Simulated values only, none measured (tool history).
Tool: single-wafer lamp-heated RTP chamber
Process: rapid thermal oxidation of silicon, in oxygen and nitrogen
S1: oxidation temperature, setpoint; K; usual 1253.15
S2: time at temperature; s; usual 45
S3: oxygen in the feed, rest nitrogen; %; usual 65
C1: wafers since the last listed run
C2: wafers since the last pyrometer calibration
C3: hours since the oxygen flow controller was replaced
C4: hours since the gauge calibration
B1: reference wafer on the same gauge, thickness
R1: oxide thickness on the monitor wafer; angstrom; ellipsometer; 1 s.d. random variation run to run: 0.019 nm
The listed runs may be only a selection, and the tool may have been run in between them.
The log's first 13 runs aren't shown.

{"run": 14, "day": 13.25, "S1": 1230.15, "S2": 45, "S3": 65, "C1": 117, "C2": 481, "C3": 5649.9, "C4": 607.3, "B1": 3.442, "R1": 36.01}
{"run": 15, "day": 13.992, "S1": 1253.15, "S2": 32, "S3": 65, "C1": 149, "C2": 630, "C3": 5667.7, "C4": 625.1, "B1": 3.439, "R1": 36.35}
{"run": 16, "day": 15.162, "S1": 1253.15, "S2": 32, "S3": 65, "C1": 236, "C2": 866, "C3": 5695.8, "C4": 653.2, "B1": 3.434, "R1": 37.12}
{"run": 17, "day": 16.625, "S1": 1253.15, "S2": 32, "S3": 65, "C1": 294, "C2": 1161, "C3": 5730.9, "C4": 688.3, "B1": 3.444, "R1": 37.15}
{"run": 18, "day": 17.762, "S1": 1279.15, "S2": 45, "S3": 65, "C1": 229, "C2": 1390, "C3": 5758.2, "C4": 715.6, "B1": 3.439, "R1": 50.69}
{"run": 19, "day": 18.304, "S1": 1267.15, "S2": 45, "S3": 65, "C1": 109, "C2": 1500, "C3": 5771.2, "C4": 728.6, "B1": 3.437, "R1": 46.81}
{"run": 20, "day": 18.983, "S1": 1253.15, "S2": 65, "S3": 46, "C1": 136, "C2": 1637, "C3": 5787.5, "C4": 744.9, "B1": 3.436, "R1": 44.2}
{"run": 21, "day": 19.783, "S1": 1253.15, "S2": 45, "S3": 65, "C1": 161, "C2": 1798, "C3": 5806.7, "C4": 764.1, "B1": 3.439, "R1": 42.8}
{"run": 22, "day": 20.379, "S1": 1253.15, "S2": 45, "S3": 65, "C1": 120, "C2": 1918, "C3": 5821.0, "C4": 778.4, "B1": 3.438, "R1": 42.83}
{"run": 23, "day": 21.083, "S1": 1230.15, "S2": 31, "S3": 73, "C1": 141, "C2": 2060, "C3": 5837.9, "C4": 795.3, "B1": 3.442, "R1": 33.34}
{"day": 21.854, "done": "pyrometer window cleaned and pyrometer calibrated"}
{"run": 24, "day": 21.875, "S1": 1244.15, "S2": 38, "S3": 77, "C1": 92, "C2": 4, "C3": 5856.9, "C4": 814.3, "B1": 3.432, "R1": 37.51}
{"run": 25, "day": 22.829, "S1": 1253.15, "S2": 45, "S3": 65, "C1": 192, "C2": 196, "C3": 5879.8, "C4": 837.2, "B1": 3.441, "R1": 40.92}
{"run": 26, "day": 23.971, "S1": 1253.15, "S2": 45, "S3": 65, "C1": 230, "C2": 426, "C3": 5907.2, "C4": 864.6, "B1": 3.434, "R1": 41.38}
{"day": 24.779, "done": "oxygen flow controller replaced"}
{"run": 27, "day": 24.8, "S1": 1253.15, "S2": 45, "S3": 65, "C1": 99, "C2": 526, "C3": 0.5, "C4": 884.5, "B1": 3.441, "R1": 42.09}
{"run": 28, "day": 25.958, "S1": 1253.15, "S2": 45, "S3": 65, "C1": 233, "C2": 760, "C3": 28.3, "C4": 912.3, "B1": 3.444, "R1": 42.36}
{"run": 29, "day": 27.079, "S1": 1242.15, "S2": 45, "S3": 65, "C1": 225, "C2": 986, "C3": 55.2, "C4": 939.2, "B1": 3.446, "R1": 39.08}
{"day": 27.229, "done": "gauge calibrated"}
{"run": 30, "day": 27.721, "S1": 1253.15, "S2": 26, "S3": 65, "C1": 129, "C2": 1115, "C3": 70.6, "C4": 11.8, "B1": 3.441, "R1": 34.56}
{"run": 31, "day": 32.162, "S1": 1274.15, "S2": 63, "S3": 37, "C1": 895, "C2": 2011, "C3": 177.2, "C4": 118.4, "B1": 3.435, "R1": 47.61}
{"run": 32, "day": 32.712, "S1": 1234.15, "S2": 36, "S3": 38, "C1": 110, "C2": 2121, "C3": 190.4, "C4": 131.6, "B1": 3.44, "R1": 30.45}
{"run": 33, "day": 33.517, "S1": 1253.15, "S2": 34, "S3": 65, "C1": 162, "C2": 2284, "C3": 209.7, "C4": 150.9, "B1": 3.443, "R1": 38.26}
{"run": 34, "day": 34.625, "S1": 1263.15, "S2": 45, "S3": 65, "C1": 223, "C2": 2507, "C3": 236.3, "C4": 177.5, "B1": 3.435, "R1": 45.53}
{"day": 34.992, "done": "pyrometer window cleaned and pyrometer calibrated"}
{"run": 35, "day": 35.333, "S1": 1253.15, "S2": 45, "S3": 65, "C1": 75, "C2": 68, "C3": 253.3, "C4": 194.5, "B1": 3.442, "R1": 40.5}
{"run": 36, "day": 36.6, "S1": 1253.15, "S2": 45, "S3": 65, "C1": 255, "C2": 324, "C3": 283.7, "C4": 224.9, "B1": 3.44, "R1": 40.97}
{"run": 37, "day": 40.492, "S1": 1225.15, "S2": 38, "S3": 65, "C1": 784, "C2": 1108, "C3": 377.1, "C4": 318.3, "B1": 3.441, "R1": 33.18}

Below are 5 alternative next runs, each starting from the tool's condition after run 37. Predict each:
{"run": "A", "day": 40.508, "S1": 1253.15, "S2": 45, "S3": 65, "C1": 3, "C2": 1112, "C3": 377.5, "C4": 318.7, "B1": "?", "R1": "?"}
{"run": "B", "day": 40.508, "S1": 1240.15, "S2": 45, "S3": 65, "C1": 3, "C2": 1112, "C3": 377.5, "C4": 318.7, "B1": "?", "R1": "?"}
{"run": "C", "day": 40.508, "S1": 1225.15, "S2": 29, "S3": 45, "C1": 3, "C2": 1112, "C3": 377.5, "C4": 318.7, "B1": "?", "R1": "?"}
{"run": "D", "day": 40.508, "S1": 1253.15, "S2": 45, "S3": 49, "C1": 3, "C2": 1112, "C3": 377.5, "C4": 318.7, "B1": "?", "R1": "?"}
{"run": "E", "day": 40.508, "S1": 1253.15, "S2": 59, "S3": 65, "C1": 3, "C2": 1112, "C3": 377.5, "C4": 318.7, "B1": "?", "R1": "?"}

run=A B1=3.441 R1=41.95
run=B B1=3.441 R1=38.46
run=C B1=3.441 R1=27.97
run=D B1=3.441 R1=38.48
run=E B1=3.441 R1=46.89
Stripped of hidden state, with their random variation kept, the same runs would have yielded:
run=A R1=39.75
run=B R1=36.53
run=C R1=27.05
run=D R1=36.59
run=E R1=44.33

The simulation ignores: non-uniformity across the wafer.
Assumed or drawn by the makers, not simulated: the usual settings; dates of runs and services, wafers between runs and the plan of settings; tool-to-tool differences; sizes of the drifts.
